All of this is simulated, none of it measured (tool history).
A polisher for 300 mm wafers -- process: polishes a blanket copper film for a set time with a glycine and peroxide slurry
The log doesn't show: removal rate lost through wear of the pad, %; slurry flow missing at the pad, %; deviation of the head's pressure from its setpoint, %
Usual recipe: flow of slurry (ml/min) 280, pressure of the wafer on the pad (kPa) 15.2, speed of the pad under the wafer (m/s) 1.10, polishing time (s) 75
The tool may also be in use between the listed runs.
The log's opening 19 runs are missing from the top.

run   hour  flow of slurry (ml/min)  pressure of the wafer on the pad (kPa)  speed of the pad under the wafer (m/s)  polishing time (s)  wafers since the last listed run  wafers polished on this pad  hours since the slurry nozzle was cleaned  hours since the head pressure was calibrated  incoming thickness of the incoming film, nm  film removed (angstrom)
 20  500.6                      250                                    19.3                                    0.76                  98                               218                          921                                      228.6                                        1250.8                                       1896.1                     3316
 21  527.0                      310                                    20.7                                    0.72                  50                               163                         1084                                      255.0                                        1277.2                                       1920.8                     1765
     536.5  -- head pressure recalibrated
     543.1  -- worn pad replaced by a new one
 22  548.1                      280                                    12.4                                    1.10                  52                                93                           30                                      276.1                                          11.6                                       1904.9                     1879
 23  561.9                      230                                    19.3                                    0.92                 100                                85                          115                                      289.9                                          25.4                                       1917.1                     3934
 24  579.0                      220                                    15.2                                    1.10                  75                               105                          221                                      307.0                                          42.5                                       1934.8                     2817
 25  608.7                      350                                    10.3                                    1.24                  96                               183                          405                                      336.7                                          72.2                                       1906.6                     3230
 26  624.3                      350                                    15.2                                    1.20                  75                                96                          501                                      352.3                                          87.8                                       1915.7                     3116
 27  655.5                      280                                    15.2                                    1.10                  75                               192                          694                                      383.5                                         119.0                                       1881.0                     2793
 28  678.6                      280                                    18.6                                    1.10                  84                               142                          837                                      406.6                                         142.1                                       1885.2                     3596
 29  703.8                      205                                    16.5                                    1.24                  51                               155                          993                                      431.8                                         167.3                                       1932.6                     2129
     711.1  -- worn pad replaced by a new one
 30  719.3                      280                                    19.3                                    1.10                  75                                71                           50                                      447.3                                         182.8                                       1921.6                     3623
 31  740.0                      280                                    11.0                                    1.38                  83                               127                          178                                      468.0                                         203.5                                       1928.8                     3252
 32  755.4                      280                                    15.2                                    1.10                  75                                95                          273                                      483.4                                         218.9                                       1909.1                     2956
 33  787.1                      280                                    11.0                                    0.82                  75                               195                          469                                      515.1                                         250.6                                       1889.2                     1878
 34  812.3                      320                                    17.2                                    1.10                  57                               155                          625                                      540.3                                         275.8                                       1897.4                     2367
 35  839.3                      230                                    12.4                                    1.10                  75                               166                          792                                      567.3                                         302.8                                       1899.6                     2454
 36  851.7                      280                                    15.2                                    1.10                  75                                76                          869                                      579.7                                         315.2                                       1903.7                     2821

Below are 5 alternative next runs, each starting from the tool's condition after run 36. Predict each:
  A  852.2                      280                                    15.2                                    1.10                  67                                 3                          872                                      580.2                                         315.7                                       1917.8                        ?
  B  852.2                      280                                    15.2                                    0.80                  95                                 3                          872                                      580.2                                         315.7                                       1917.8                        ?
  C  852.2                      325                                    13.1                                    1.34                  66                                 3                          872                                      580.2                                         315.7                                       1917.8                        ?
  D  852.2                      280                                    15.2                                    1.10                  63                                 3                          872                                      580.2                                         315.7                                       1917.8                        ?
  E  852.2                      280                                    15.2                                    1.44                  75                                 3                          872                                      580.2                                         315.7                                       1917.8                        ?

run  film removed (angstrom)
  A                     2503
  B                     2766
  C                     2670
  D                     2354
  E                     3503
Take away the tool's hidden state, keep each run's random variation, and the runs would have read:
run  film removed (angstrom)
  A                     2811
  B                     3112
  C                     2997
  D                     2643
  E                     3928

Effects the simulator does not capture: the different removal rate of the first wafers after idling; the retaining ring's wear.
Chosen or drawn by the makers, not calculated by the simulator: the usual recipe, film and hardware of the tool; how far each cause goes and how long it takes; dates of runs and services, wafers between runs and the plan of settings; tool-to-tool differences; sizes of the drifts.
